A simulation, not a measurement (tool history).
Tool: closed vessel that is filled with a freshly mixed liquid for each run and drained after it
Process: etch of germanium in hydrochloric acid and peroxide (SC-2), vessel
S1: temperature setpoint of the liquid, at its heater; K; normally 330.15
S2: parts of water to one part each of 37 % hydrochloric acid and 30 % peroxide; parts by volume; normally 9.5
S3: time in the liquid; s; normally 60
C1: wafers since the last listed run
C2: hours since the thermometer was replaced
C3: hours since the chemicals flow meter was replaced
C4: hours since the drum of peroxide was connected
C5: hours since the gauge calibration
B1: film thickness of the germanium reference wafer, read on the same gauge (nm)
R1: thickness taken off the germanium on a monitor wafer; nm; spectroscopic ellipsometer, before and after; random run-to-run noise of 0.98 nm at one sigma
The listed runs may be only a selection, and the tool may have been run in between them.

run    hour      S1    S2  S3     C1      C2     C3     C4     C5     B1      R1
  1     0.0  330.15   9.5  40      0  1999.5  913.8   16.9  335.5  49.99  111.27
  2    51.5  330.15   9.5  40   5599  2051.0  965.3   68.4  387.0  50.01  111.42
       88.9  -- chemicals flow meter replaced
  3   251.8  330.15   9.5  60  21668  2251.3  162.9  268.7  587.3  50.00  166.73
  4   315.8  330.15   9.5  45   6958  2315.3  226.9  332.7  651.3  50.02  125.98
  5   342.7  330.15   9.5  60   2924  2342.2  253.8  359.6  678.2  50.01  168.76
  6   369.8  330.15   9.5  60   2946  2369.3  280.9  386.7  705.3  50.02  168.09
  7   426.4  330.15   7.0  60   6153  2425.9  337.5  443.3  761.9  49.98  173.12
      443.5  -- new drum of peroxide connected
      453.8  -- thermometer replaced
  8   454.6  330.15   7.0  60   2848     0.8  365.7   11.1  790.1  50.02  162.80
  9   520.9  330.15   7.0  60   7208    67.1  432.0   77.4  856.4  49.98  161.73
 10   557.8  330.15   9.5  60   4011   104.0  468.9  114.3  893.3  49.97  159.36
      600.6  -- gauge calibrated
 11   624.0  330.15   9.5  60   7197   170.2  535.1  180.5   23.4  50.00  160.44
 12   658.4  330.15   9.5  60   3740   204.6  569.5  214.9   57.8  50.04  158.52
 13   762.0  330.15   9.5  60  11263   308.2  673.1  318.5  161.4  50.01  161.63
      821.0  -- new drum of peroxide connected
 14   827.2  336.15   7.0  60   6979   373.4  738.3    6.2  226.6  50.00  195.00
 15   859.0  327.15  11.0  75   3457   405.2  770.1   38.0  258.4  49.99  179.02
 16   926.2  330.15   9.5  60   7306   472.4  837.3  105.2  325.6  49.99  158.81
      928.5  -- chemicals flow meter replaced
 17   966.3  338.15   7.0  90   4251   512.5   37.8  145.3  365.7  50.00  311.76
 18  1019.5  321.15   9.5  60   5784   565.7   91.0  198.5  418.9  50.01  120.29
 19  1068.5  325.15  11.5  35   5327   614.7  140.0  247.5  467.9  50.00   78.63
 20  1137.4  324.15  12.5  60   7490   683.6  208.9  316.4  536.8  49.98  130.97
 21  1204.2  326.15   9.5  60   7262   750.4  275.7  383.2  603.6  50.02  143.61
 22  1259.0  336.65  11.5  90   5957   805.2  330.5  438.0  658.4  50.03  284.30
     1311.8  -- new drum of peroxide connected
 23  1319.8  330.15   9.5  60   6501   866.0  391.3    8.0  719.2  50.01  158.94
 24  1388.5  330.15   9.5  60   7469   934.7  460.0   76.7  787.9  50.04  160.26
     1415.2  -- gauge calibrated
 25  1427.0  336.65   9.5  60   4185   973.2  498.5  115.2   11.8  49.99  195.24

Here are 5 independent what-if runs from the current tool condition. What would each one return?
  A  1427.7  330.15   9.5  60  76  973.9  499.2  115.9  12.5   ?   ?
  B  1427.7  335.65   7.0  60  76  973.9  499.2  115.9  12.5   ?   ?
  C  1427.7  330.15  14.5  60  76  973.9  499.2  115.9  12.5   ?   ?
  D  1427.7  336.15   9.5  60  76  973.9  499.2  115.9  12.5   ?   ?
  E  1427.7  334.15  12.0  95  76  973.9  499.2  115.9  12.5   ?   ?

run     B1      R1
  A  50.00  160.11
  B  50.00  193.20
  C  50.00  151.64
  D  50.00  190.87
  E  50.00  277.31
Stripped of hidden state, with their random variation kept, the same runs would have yielded:
run      R1
  A  155.76
  B  188.07
  C  147.61
  D  185.88
  E  270.05
